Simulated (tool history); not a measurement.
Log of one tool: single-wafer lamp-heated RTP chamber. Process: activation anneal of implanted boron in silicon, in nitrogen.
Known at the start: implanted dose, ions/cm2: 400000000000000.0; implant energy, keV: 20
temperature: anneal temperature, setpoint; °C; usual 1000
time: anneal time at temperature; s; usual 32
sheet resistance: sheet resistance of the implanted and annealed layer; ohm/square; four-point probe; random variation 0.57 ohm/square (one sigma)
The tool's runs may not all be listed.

run,hour,temperature,time,wafers since the last listed run,wafers since the last pyrometer calibration,wafers since the reflector plate was cleaned,hours since the gauge calibration,"read-back reference wafer on the same gauge, sheet resistance",sheet resistance
1,0.0,1022,39,0,3187,3780,602.0,243.80,258.73
2,70.6,1000,32,710,3898,4491,672.6,243.74,260.75
# hour 99.5: pyrometer window cleaned and pyrometer calibrated
3,140.9,1000,32,627,416,5118,742.9,243.84,263.32
4,182.2,1000,27,415,832,5534,784.2,244.00,264.28
5,216.9,1000,27,349,1182,5883,818.9,243.87,264.35
6,272.6,1000,32,560,1742,6444,874.6,243.96,263.52
# hour 297.0: gauge calibrated
7,327.6,1000,32,553,2296,6998,30.6,243.94,263.40
8,360.4,1000,32,330,2626,7328,63.4,243.87,262.62
9,417.2,988,32,571,3198,7900,120.2,244.02,265.97
10,472.9,1000,32,560,3759,8460,175.9,244.04,261.83
# hour 513.2: reflector plate cleaned
11,529.9,1000,13,493,4252,168,232.9,243.94,263.60
12,586.6,1016,25,570,4823,739,289.6,244.28,259.90
# hour 601.4: pyrometer window cleaned and pyrometer calibrated
13,706.4,988,27,1125,1056,1864,409.4,244.11,268.55
14,740.2,1000,32,340,1396,2205,443.2,244.10,262.88
15,777.3,1000,32,373,1770,2578,480.3,243.86,263.21
16,810.1,1000,24,330,2100,2908,513.1,243.98,265.00
17,849.0,981,47,391,2492,3300,552.0,243.97,267.94

Forecast each of these 4 alternatives for the next run:
A,849.4,1030,32,4,2496,3304,552.4,?,?
B,849.4,987,32,4,2496,3304,552.4,?,?
C,849.4,981,44,4,2496,3304,552.4,?,?
D,849.4,1028,21,4,2496,3304,552.4,?,?

run,"read-back reference wafer on the same gauge, sheet resistance",sheet resistance
A,243.97,259.12
B,243.97,268.29
C,243.97,269.72
D,243.97,260.45
Without the tool's hidden state the same runs would have given:
run,sheet resistance
A,259.55
B,270.35
C,272.09
D,260.90
